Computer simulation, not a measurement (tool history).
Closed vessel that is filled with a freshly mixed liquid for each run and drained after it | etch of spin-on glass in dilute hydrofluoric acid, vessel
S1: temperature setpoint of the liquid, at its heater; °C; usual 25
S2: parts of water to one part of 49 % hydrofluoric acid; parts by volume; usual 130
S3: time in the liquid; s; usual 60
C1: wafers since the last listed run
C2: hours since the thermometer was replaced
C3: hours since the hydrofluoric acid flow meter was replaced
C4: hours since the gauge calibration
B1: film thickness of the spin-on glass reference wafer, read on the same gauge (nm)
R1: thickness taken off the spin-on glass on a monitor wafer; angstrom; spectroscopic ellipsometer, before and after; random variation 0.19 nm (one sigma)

run 1 hour=0 | S1=25 S2=130 S3=80 | C1=0 C2=592.1 C3=442.6 C4=1383.8 | B1=50 | R1=288.2
run 2 hour=54.7 | S1=25 S2=130 S3=80 | C1=6607 C2=646.8 C3=497.3 C4=1438.5 | B1=50 | R1=294
run 3 hour=83.9 | S1=25 S2=130 S3=80 | C1=3527 C2=676 C3=526.5 C4=1467.7 | B1=50.02 | R1=292.8
-- hour=122.6 gauge calibrated
run 4 hour=131.9 | S1=27 S2=105 S3=60 | C1=5798 C2=724 C3=574.5 C4=9.3 | B1=49.99 | R1=305.2
run 5 hour=347.7 | S1=25 S2=90 S3=50 | C1=26067 C2=939.8 C3=790.3 C4=225.1 | B1=49.99 | R1=274.8
run 6 hour=415.2 | S1=25 S2=90 S3=50 | C1=8153 C2=1007.3 C3=857.8 C4=292.6 | B1=50 | R1=281
run 7 hour=441.5 | S1=26.5 S2=180 S3=60 | C1=3176 C2=1033.6 C3=884.1 C4=318.9 | B1=50.01 | R1=159.6
run 8 hour=489.5 | S1=26.5 S2=180 S3=60 | C1=5798 C2=1081.6 C3=932.1 C4=366.9 | B1=50 | R1=160.3
run 9 hour=525.1 | S1=25 S2=130 S3=60 | C1=4300 C2=1117.2 C3=967.7 C4=402.5 | B1=50.01 | R1=219.8
run 10 hour=569.4 | S1=25 S2=130 S3=60 | C1=5351 C2=1161.5 C3=1012 C4=446.8 | B1=50.01 | R1=222.5
-- hour=584.9 hydrofluoric acid flow meter replaced
run 11 hour=630.8 | S1=25 S2=130 S3=60 | C1=7295 C2=1222.9 C3=45.9 C4=508.2 | B1=50 | R1=222.8
run 12 hour=696.2 | S1=25 S2=130 S3=60 | C1=7899 C2=1288.3 C3=111.3 C4=573.6 | B1=50 | R1=222.5
run 13 hour=723 | S1=25 S2=130 S3=60 | C1=3237 C2=1315.1 C3=138.1 C4=600.4 | B1=50.01 | R1=224.1
run 14 hour=780.6 | S1=25 S2=130 S3=60 | C1=6957 C2=1372.7 C3=195.7 C4=658 | B1=50.01 | R1=225.8
run 15 hour=844.8 | S1=25 S2=130 S3=60 | C1=7754 C2=1436.9 C3=259.9 C4=722.2 | B1=49.98 | R1=227.7
run 16 hour=886.9 | S1=25 S2=130 S3=60 | C1=5085 C2=1479 C3=302 C4=764.3 | B1=50 | R1=227.9
run 17 hour=954.4 | S1=30 S2=80 S3=30 | C1=8153 C2=1546.5 C3=369.5 C4=831.8 | B1=50.01 | R1=237.3
run 18 hour=1068.2 | S1=27 S2=105 S3=60 | C1=13746 C2=1660.3 C3=483.3 C4=945.6 | B1=50 | R1=309.5
run 19 hour=1105.7 | S1=23.5 S2=130 S3=45 | C1=4529 C2=1697.8 C3=520.8 C4=983.1 | B1=49.99 | R1=161
run 20 hour=1145.6 | S1=22.5 S2=75 S3=60 | C1=4819 C2=1737.7 C3=560.7 C4=1023 | B1=50.02 | R1=383.3
run 21 hour=1198 | S1=25 S2=130 S3=60 | C1=6329 C2=1790.1 C3=613.1 C4=1075.4 | B1=50 | R1=229.2
run 22 hour=1253.2 | S1=26.5 S2=130 S3=60 | C1=6667 C2=1845.3 C3=668.3 C4=1130.6 | B1=50 | R1=235.5
run 23 hour=1287 | S1=28 S2=80 S3=40 | C1=4082 C2=1879.1 C3=702.1 C4=1164.4 | B1=49.99 | R1=299.2
-- hour=1289.7 thermometer replaced
-- hour=1321.7 gauge calibrated
run 24 hour=1467.4 | S1=25 S2=110 S3=60 | C1=21670 C2=177.7 C3=882.5 C4=145.7 | B1=50 | R1=256.7
run 25 hour=1537.4 | S1=21.5 S2=130 S3=70 | C1=8455 C2=247.7 C3=952.5 C4=215.7 | B1=50 | R1=217.7
run 26 hour=1564.9 | S1=25 S2=70 S3=85 | C1=3321 C2=275.2 C3=980 C4=243.2 | B1=49.98 | R1=617.8
-- hour=1608.4 hydrofluoric acid flow meter replaced
run 27 hour=1632 | S1=29.5 S2=130 S3=70 | C1=7984 C2=342.3 C3=23.6 C4=310.3 | B1=49.98 | R1=300.8
run 28 hour=1686 | S1=20.5 S2=130 S3=75 | C1=6522 C2=396.3 C3=77.6 C4=364.3 | B1=50.02 | R1=228.2
run 29 hour=1743 | S1=27 S2=105 S3=60 | C1=6885 C2=453.3 C3=134.6 C4=421.3 | B1=49.99 | R1=297.7
run 30 hour=1798.8 | S1=25 S2=130 S3=60 | C1=6740 C2=509.1 C3=190.4 C4=477.1 | B1=50 | R1=215.5
run 31 hour=1832 | S1=25 S2=130 S3=60 | C1=4010 C2=542.3 C3=223.6 C4=510.3 | B1=50.01 | R1=218.1

What the log doesn't show, run by run:
hydrofluoric acid flow above the setpoint (%): 0 in every run
gauge reads high (%): 0 in every run
H1: liquid hotter than its thermometer reads (K)
run=1 H1=0.738
run=2 H1=0.784
run=3 H1=0.809
run=4 H1=0.849
run=5 H1=1.03
run=6 H1=1.09
run=7 H1=1.11
run=8 H1=1.15
run=9 H1=1.18
run=10 H1=1.22
run=11 H1=1.27
run=12 H1=1.32
run=13 H1=1.35
run=14 H1=1.39
run=15 H1=1.45
run=16 H1=1.48
run=17 H1=1.54
run=18 H1=1.64
run=19 H1=1.67
run=20 H1=1.7
run=21 H1=1.74
run=22 H1=1.79
run=23 H1=1.82
run=24 H1=0.185
run=25 H1=0.243
run=26 H1=0.266
run=27 H1=0.323
run=28 H1=0.368
run=29 H1=0.416
run=30 H1=0.463
run=31 H1=0.491
